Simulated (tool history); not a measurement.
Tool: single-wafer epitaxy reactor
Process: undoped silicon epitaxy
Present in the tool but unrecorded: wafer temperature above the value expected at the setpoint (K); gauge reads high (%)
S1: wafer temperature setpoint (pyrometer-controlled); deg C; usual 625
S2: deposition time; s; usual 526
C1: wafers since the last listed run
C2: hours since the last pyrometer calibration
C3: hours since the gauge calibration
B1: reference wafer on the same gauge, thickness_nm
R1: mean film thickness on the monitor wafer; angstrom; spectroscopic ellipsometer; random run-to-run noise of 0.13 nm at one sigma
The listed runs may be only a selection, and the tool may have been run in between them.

run 1 day=0.000 | S1=630 S2=469 | C1=0 C2=780.3 C3=141.3 | B1=53.291 | R1=503.84
run 2 day=1.512 | S1=614 S2=526 | C1=179 C2=816.6 C3=177.6 | B1=53.196 | R1=368.61
run 3 day=3.467 | S1=614 S2=526 | C1=231 C2=863.5 C3=224.5 | B1=53.097 | R1=368.50
run 4 day=5.979 | S1=618 S2=450 | C1=297 C2=923.8 C3=284.8 | B1=53.019 | R1=351.30
run 5 day=8.942 | S1=633 S2=526 | C1=351 C2=994.9 C3=355.9 | B1=52.988 | R1=606.92
run 6 day=10.033 | S1=633 S2=526 | C1=129 C2=1021.1 C3=382.1 | B1=52.961 | R1=605.55
run 7 day=12.096 | S1=625 S2=526 | C1=244 C2=1070.6 C3=431.6 | B1=52.912 | R1=492.51
-- day=12.983 gauge calibrated
run 8 day=13.829 | S1=625 S2=526 | C1=205 C2=1112.2 C3=20.3 | B1=53.754 | R1=500.24
run 9 day=16.171 | S1=639 S2=526 | C1=277 C2=1168.4 C3=76.5 | B1=53.529 | R1=713.55
run 10 day=17.671 | S1=625 S2=454 | C1=177 C2=1204.4 C3=112.5 | B1=53.343 | R1=429.08
run 11 day=20.450 | S1=625 S2=526 | C1=329 C2=1271.1 C3=179.2 | B1=53.206 | R1=491.97
-- day=22.796 pyrometer calibrated
run 12 day=23.308 | S1=639 S2=592 | C1=299 C2=12.3 C3=247.8 | B1=53.077 | R1=797.57
run 13 day=25.012 | S1=625 S2=585 | C1=201 C2=53.2 C3=288.7 | B1=53.002 | R1=549.14
run 14 day=26.375 | S1=630 S2=582 | C1=161 C2=85.9 C3=321.4 | B1=53.004 | R1=622.39
run 15 day=27.796 | S1=625 S2=526 | C1=168 C2=120.0 C3=355.5 | B1=52.976 | R1=491.59
run 16 day=29.971 | S1=639 S2=446 | C1=257 C2=172.2 C3=407.7 | B1=52.947 | R1=598.12

Predict each of these 4 candidate next runs independently; none follows another, all start after run 16:
run A day=29.992 | S1=625 S2=526 | C1=2 C2=172.7 C3=408.2 | B1=? | R1=?
run B day=29.992 | S1=611 S2=621 | C1=2 C2=172.7 C3=408.2 | B1=? | R1=?
run C day=29.992 | S1=632 S2=627 | C1=2 C2=172.7 C3=408.2 | B1=? | R1=?
run D day=29.992 | S1=632 S2=526 | C1=2 C2=172.7 C3=408.2 | B1=? | R1=?

run=A B1=52.937 R1=490.88
run=B B1=52.937 R1=398.70
run=C B1=52.937 R1=701.98
run=D B1=52.937 R1=588.90
Without the tool's hidden state the same runs would have given:
run=A R1=501.67
run=B R1=407.47
run=C R1=717.41
run=D R1=601.85
